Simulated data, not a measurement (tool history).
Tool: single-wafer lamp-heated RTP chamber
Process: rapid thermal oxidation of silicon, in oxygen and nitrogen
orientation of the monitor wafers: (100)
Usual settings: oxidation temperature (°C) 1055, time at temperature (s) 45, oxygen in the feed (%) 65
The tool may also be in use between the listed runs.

run      day  oxidation temperature (°C)  time at temperature (s)  oxygen in the feed (%)  wafers since the last listed run  wafers since the last pyrometer calibration  hours since the oxygen flow controller was replaced  hours since the gauge calibration  read-back reference wafer on the same gauge, thickness  oxide thickness on the monitor wafer (Å)
  1    0.000                        1055                       54                      45                                 0                                          444                                               2812.1                             1458.2                                                   7.055                                     61.66
  2    4.375                        1055                       54                      45                               701                                         1146                                               2917.1                             1563.2                                                   7.060                                     62.55
  3    8.312                        1055                       54                      45                               631                                         1778                                               3011.6                             1657.7                                                   7.056                                     62.62
  4   10.225                        1055                       45                      65                               306                                         2084                                               3057.5                             1703.6                                                   7.057                                     65.91
  5   13.088                        1048                       45                      80                               459                                         2544                                               3126.2                             1772.3                                                   7.056                                     68.70
  6   14.646                        1048                       45                      80                               250                                         2794                                               3163.6                             1809.7                                                   7.050                                     68.43
  7   18.446                        1048                       45                      80                               609                                         3403                                               3254.8                             1900.9                                                   7.057                                     68.96
  8   22.571                        1063                       45                      65                               661                                         4065                                               3353.8                             1999.9                                                   7.062                                     71.29
      25.775  -- pyrometer window cleaned and pyrometer calibrated
  9   26.108                        1063                       45                      65                               514                                           53                                               3438.7                             2084.8                                                   7.064                                     68.02
 10   29.638                        1063                       45                      65                               566                                          619                                               3523.4                             2169.5                                                   7.058                                     68.23
 11   40.042                        1055                       34                      65                              1669                                         2289                                               3773.1                             2419.2                                                   7.054                                     58.68
 12   43.983                        1055                       34                      65                               632                                         2921                                               3867.7                             2513.8                                                   7.060                                     59.16
 13   46.808                        1055                       45                      88                               453                                         3374                                               3935.5                             2581.6                                                   7.062                                     74.69
 14   48.658                        1055                       45                      88                               296                                         3671                                               3979.9                             2626.0                                                   7.059                                     75.22
      54.392  -- pyrometer window cleaned and pyrometer calibrated
 15   54.492                        1055                       45                      56                               882                                           15                                               4119.9                             2766.0                                                   7.061                                     60.74
 16   57.767                        1055                       45                      56                               525                                          541                                               4198.5                             2844.6                                                   7.054                                     61.43
 17   60.962                        1055                       45                      56                               512                                         1054                                               4275.2                             2921.3                                                   7.062                                     61.30
 18   62.700                        1055                       45                      65                               278                                         1332                                               4316.9                             2963.0                                                   7.061                                     64.97
 19   65.542                        1055                       45                      65                               455                                         1788                                               4385.1                             3031.2                                                   7.061                                     65.59
 20   67.862                        1055                       30                      53                               372                                         2161                                               4440.8                             3086.9                                                   7.055                                     51.98
 21   70.283                        1055                       45                      65                               388                                         2549                                               4498.9                             3145.0                                                   7.062                                     66.49
      78.196  -- pyrometer window cleaned and pyrometer calibrated
 22   82.279                        1083                       27                      56                              1871                                          655                                               4786.8                             3432.9                                                   7.057                                     59.30
 23   85.783                        1085                       64                      65                               562                                         1217                                               4870.9                             3517.0                                                   7.059                                     92.45
 24   89.358                        1067                       59                      65                               573                                         1790                                               4956.7                             3602.8                                                   7.054                                     80.35
      90.521  -- gauge calibrated
 25   92.475                        1055                       45                      65                               500                                         2290                                               5031.5                               46.9                                                   7.059                                     66.53
 26   94.762                        1081                       60                      79                               366                                         2657                                               5086.4                              101.8                                                   7.064                                     96.32
 27   98.550                        1055                       45                      65                               607                                         3265                                               5177.3                              192.7                                                   7.059                                     67.58
 28  100.729                        1039                       30                      65                               349                                         3615                                               5229.6                              245.0                                                   7.059                                     50.94
     102.100  -- pyrometer window cleaned and pyrometer calibrated
     102.229  -- oxygen flow controller replaced
 29  103.542                        1055                       45                      65                               376                                          210                                                 31.5                              312.5                                                   7.063                                     64.25
 30  105.779                        1069                       45                      65                               358                                          569                                                 85.2                              366.2                                                   7.055                                     71.12
 31  108.846                        1072                       63                      87                               491                                         1061                                                158.8                              439.8                                                   7.056                                     93.68
 32  111.529                        1035                       45                      89                               430                                         1491                                                223.2                              504.2                                                   7.064                                     63.62
 33  115.667                        1079                       45                      93                               663                                         2155                                                322.5                              603.5                                                   7.058                                     88.05
 34  117.804                        1070                       35                      65                               342                                         2498                                                373.8                              654.8                                                   7.065                                     65.97
 35  119.638                        1032                       63                      73                               294                                         2792                                                417.8                              698.8                                                   7.062                                     69.05
 36  121.267                        1080                       30                      91                               261                                         3054                                                456.9                              737.9                                                   7.054                                     74.51
 37  124.962                        1063                       45                      65                               592                                         3647                                                545.6                              826.6                                                   7.050                                     71.25
 38  129.283                        1055                       45                      65                               693                                         4340                                                649.3                              930.3                                                   7.059                                     68.07
 39  130.896                        1076                       62                      85                               258                                         4599                                                688.0                              969.0                                                   7.055                                     99.07

Forecast each of these 3 alternatives for the next run:
  A  130.912                        1055                       45                      65                                 2                                         4601                                                688.4                              969.4                                                       ?                                         ?
  B  130.912                        1040                       54                      91                                 2                                         4601                                                688.4                              969.4                                                       ?                                         ?
  C  130.912                        1076                       52                      45                                 2                                         4601                                                688.4                              969.4                                                       ?                                         ?

run  read-back reference wafer on the same gauge, thickness  oxide thickness on the monitor wafer (Å)
  A                                                   7.062                                     68.72
  B                                                   7.062                                     75.80
  C                                                   7.062                                     73.76
Without the tool's hidden state the same runs would have given:
run  oxide thickness on the monitor wafer (Å)
  A                                     64.51
  B                                     71.03
  C                                     69.39

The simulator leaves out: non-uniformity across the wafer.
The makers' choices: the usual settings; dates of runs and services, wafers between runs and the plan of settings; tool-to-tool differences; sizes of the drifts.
